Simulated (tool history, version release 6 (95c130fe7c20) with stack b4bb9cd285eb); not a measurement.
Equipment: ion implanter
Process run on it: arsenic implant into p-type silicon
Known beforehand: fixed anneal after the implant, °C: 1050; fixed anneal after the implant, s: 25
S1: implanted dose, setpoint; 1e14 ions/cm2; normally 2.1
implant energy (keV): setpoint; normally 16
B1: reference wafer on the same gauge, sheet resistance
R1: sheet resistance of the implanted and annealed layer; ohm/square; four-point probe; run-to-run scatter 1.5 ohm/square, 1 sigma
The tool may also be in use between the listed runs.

{"run": 1, "hour": 0.0, "S1": 2.1, "implant energy (keV)": 14.5, "B1": 437.03, "R1": 417.53}
{"run": 2, "hour": 27.5, "S1": 2.1, "implant energy (keV)": 14.5, "B1": 436.52, "R1": 415}
{"run": 3, "hour": 61.0, "S1": 2.1, "implant energy (keV)": 14.5, "B1": 437.19, "R1": 417.19}
{"run": 4, "hour": 84.6, "S1": 2.33, "implant energy (keV)": 16, "B1": 436.94, "R1": 378.44}
{"run": 5, "hour": 119.2, "S1": 2.33, "implant energy (keV)": 16, "B1": 437.07, "R1": 378.87}
{"run": 6, "hour": 148.7, "S1": 2.1, "implant energy (keV)": 16, "B1": 437.1, "R1": 412.24}
{"hour": 170.2, "done": "Faraday cup replaced and dose calibrated"}
{"run": 7, "hour": 175.0, "S1": 2.1, "implant energy (keV)": 16, "B1": 437.19, "R1": 412.53}
{"hour": 210.7, "done": "extraction supply calibrated"}
{"run": 8, "hour": 211.2, "S1": 2.1, "implant energy (keV)": 16, "B1": 436.93, "R1": 415.66}
{"run": 9, "hour": 232.2, "S1": 2.1, "implant energy (keV)": 16, "B1": 436.9, "R1": 413.79}
{"hour": 244.3, "done": "gauge calibrated"}
{"run": 10, "hour": 253.3, "S1": 2.6, "implant energy (keV)": 10.5, "B1": 436.53, "R1": 361.28}
{"run": 11, "hour": 274.8, "S1": 2.4, "implant energy (keV)": 21.5, "B1": 437.22, "R1": 358.98}
{"run": 12, "hour": 308.9, "S1": 2.48, "implant energy (keV)": 20.5, "B1": 436.61, "R1": 353.09}
{"run": 13, "hour": 322.1, "S1": 2.1, "implant energy (keV)": 16, "B1": 437.34, "R1": 412.72}
{"run": 14, "hour": 339.9, "S1": 2.33, "implant energy (keV)": 16, "B1": 436.8, "R1": 378.32}
{"run": 15, "hour": 371.0, "S1": 2.36, "implant energy (keV)": 16, "B1": 437.3, "R1": 375.77}
{"run": 16, "hour": 386.2, "S1": 2.1, "implant energy (keV)": 14.5, "B1": 436.9, "R1": 417.47}
{"run": 17, "hour": 401.0, "S1": 1.82, "implant energy (keV)": 20, "B1": 437.18, "R1": 449.03}
{"run": 18, "hour": 421.6, "S1": 2.64, "implant energy (keV)": 18.5, "B1": 437.05, "R1": 340.08}

State the hidden condition of the tool at each of the runs:
deviation of the true dose from the Faraday cup's reading, %: 0 in every run
deviation of the true energy from its setpoint, %: 0 in every run
gauge reads high (%): 0 in every run
